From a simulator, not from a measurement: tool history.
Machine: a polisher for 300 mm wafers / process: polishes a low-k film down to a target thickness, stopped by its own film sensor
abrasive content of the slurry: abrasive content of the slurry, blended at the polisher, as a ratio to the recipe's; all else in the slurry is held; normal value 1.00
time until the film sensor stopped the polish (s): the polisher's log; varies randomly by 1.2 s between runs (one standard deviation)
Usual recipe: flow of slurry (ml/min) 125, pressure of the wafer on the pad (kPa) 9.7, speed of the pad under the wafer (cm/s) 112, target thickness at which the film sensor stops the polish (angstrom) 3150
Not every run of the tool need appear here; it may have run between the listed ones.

run,hour,flow of slurry (ml/min),pressure of the wafer on the pad (kPa),speed of the pad under the wafer (cm/s),abrasive content of the slurry,target thickness at which the film sensor stops the polish (angstrom),wafers since the last listed run,wafers polished on this pad,hours since the slurry nozzle was cleaned,hours since the head pressure was calibrated,hours since the slurry blender was calibrated,hours since the conditioning disc was replaced,"incoming thickness of the incoming film, nm",time until the film sensor stopped the polish (s)
1,0.0,125,9.7,112,1.00,3150,0,5272,297.0,965.7,212.2,222.1,340.1,93.6
2,27.1,125,9.7,144,1.00,3150,295,5568,324.1,992.8,239.3,249.2,345.7,94.6
# hour 37.3: worn pad replaced by a new one
3,91.3,125,7.6,112,1.00,3150,655,588,388.3,1057.0,303.5,313.4,339.0,105.5
# hour 112.0: slurry nozzle cleaned
4,146.5,125,9.0,112,1.15,3150,590,1179,34.5,1112.2,358.7,368.6,339.8,94.7
5,177.6,105,8.3,112,1.00,3150,338,1518,65.6,1143.3,389.8,399.7,339.8,108.9
# hour 184.5: head pressure recalibrated
# hour 216.4: conditioning disc replaced and pad reconditioned
6,248.2,125,9.7,122,1.00,3150,725,2243,136.2,63.7,460.4,31.8,342.5,90.3
# hour 295.0: slurry blender recalibrated
7,308.7,100,9.7,76,1.00,3150,637,2881,196.7,124.2,13.7,92.3,339.6,125.7
8,355.9,125,9.7,112,1.00,3150,514,3395,243.9,171.4,60.9,139.5,347.1,118.9
9,400.8,125,9.7,112,1.00,3110,489,3885,288.8,216.3,105.8,184.4,340.4,109.6
# hour 562.1: worn pad replaced by a new one
10,590.4,125,9.7,112,1.00,3150,2022,308,478.4,405.9,295.4,374.0,343.4,107.5
# hour 594.8: slurry nozzle cleaned
11,617.9,125,9.7,112,1.00,3150,288,597,23.1,433.4,322.9,401.5,344.2,112.3
# hour 657.8: conditioning disc replaced and pad reconditioned
12,688.6,165,9.7,112,0.85,3230,748,1346,93.8,504.1,393.6,30.8,343.2,70.7
13,753.9,140,9.7,88,1.25,3150,711,2057,159.1,569.4,458.9,96.1,345.6,120.2
# hour 777.1: slurry blender recalibrated
14,790.4,125,9.7,112,0.70,3150,375,2433,195.6,605.9,13.3,132.6,339.1,97.8
15,817.0,85,9.7,98,1.00,3120,289,2723,222.2,632.5,39.9,159.2,344.2,147.3
16,877.1,95,11.7,112,1.10,3230,654,3378,282.3,692.6,100.0,219.3,339.3,56.0
17,947.3,125,9.7,76,1.00,3130,764,4143,352.5,762.8,170.2,289.5,344.4,157.2
# hour 992.7: worn pad replaced by a new one
18,1017.8,125,9.7,112,1.25,3150,724,273,423.0,833.3,240.7,360.0,335.6,74.3
# hour 1058.2: head pressure recalibrated
19,1068.6,125,9.7,76,1.00,3130,531,805,473.8,10.4,291.5,410.8,338.1,124.5
# hour 1090.3: slurry nozzle cleaned
20,1102.9,125,13.1,112,1.00,3100,362,1168,12.6,44.7,325.8,445.1,336.1,81.7
21,1133.4,125,9.7,112,1.00,3150,332,1500,43.1,75.2,356.3,475.6,338.8,90.6
22,1164.4,125,12.4,150,1.30,3210,337,1838,74.1,106.2,387.3,506.6,334.6,33.1
# hour 1166.6: conditioning disc replaced and pad reconditioned
# hour 1205.2: slurry blender recalibrated
23,1205.7,95,9.7,112,1.00,3150,406,2245,115.4,147.5,0.5,39.1,340.5,96.0
24,1240.8,125,9.7,112,1.00,3150,382,2627,150.5,182.6,35.6,74.2,338.8,81.2
25,1312.2,145,9.7,112,1.20,3230,778,3405,221.9,254.0,107.0,145.6,342.3,65.4

Forecast each of these 4 alternatives for the next run:
A,1312.7,125,9.7,112,1.00,3150,5,3411,222.4,254.5,107.5,146.1,339.0,?
B,1312.7,100,6.9,112,1.00,3210,5,3411,222.4,254.5,107.5,146.1,339.0,?
C,1312.7,125,9.7,134,1.20,3150,5,3411,222.4,254.5,107.5,146.1,339.0,?
D,1312.7,95,6.9,144,1.15,3150,5,3411,222.4,254.5,107.5,146.1,339.0,?

run,time until the film sensor stopped the polish (s)
A,86.3
B,86.1
C,71.8
D,93.0
Without the tool's hidden state the same runs would have given:
run,time until the film sensor stopped the polish (s)
A,78.3
B,79.4
C,64.2
D,84.2

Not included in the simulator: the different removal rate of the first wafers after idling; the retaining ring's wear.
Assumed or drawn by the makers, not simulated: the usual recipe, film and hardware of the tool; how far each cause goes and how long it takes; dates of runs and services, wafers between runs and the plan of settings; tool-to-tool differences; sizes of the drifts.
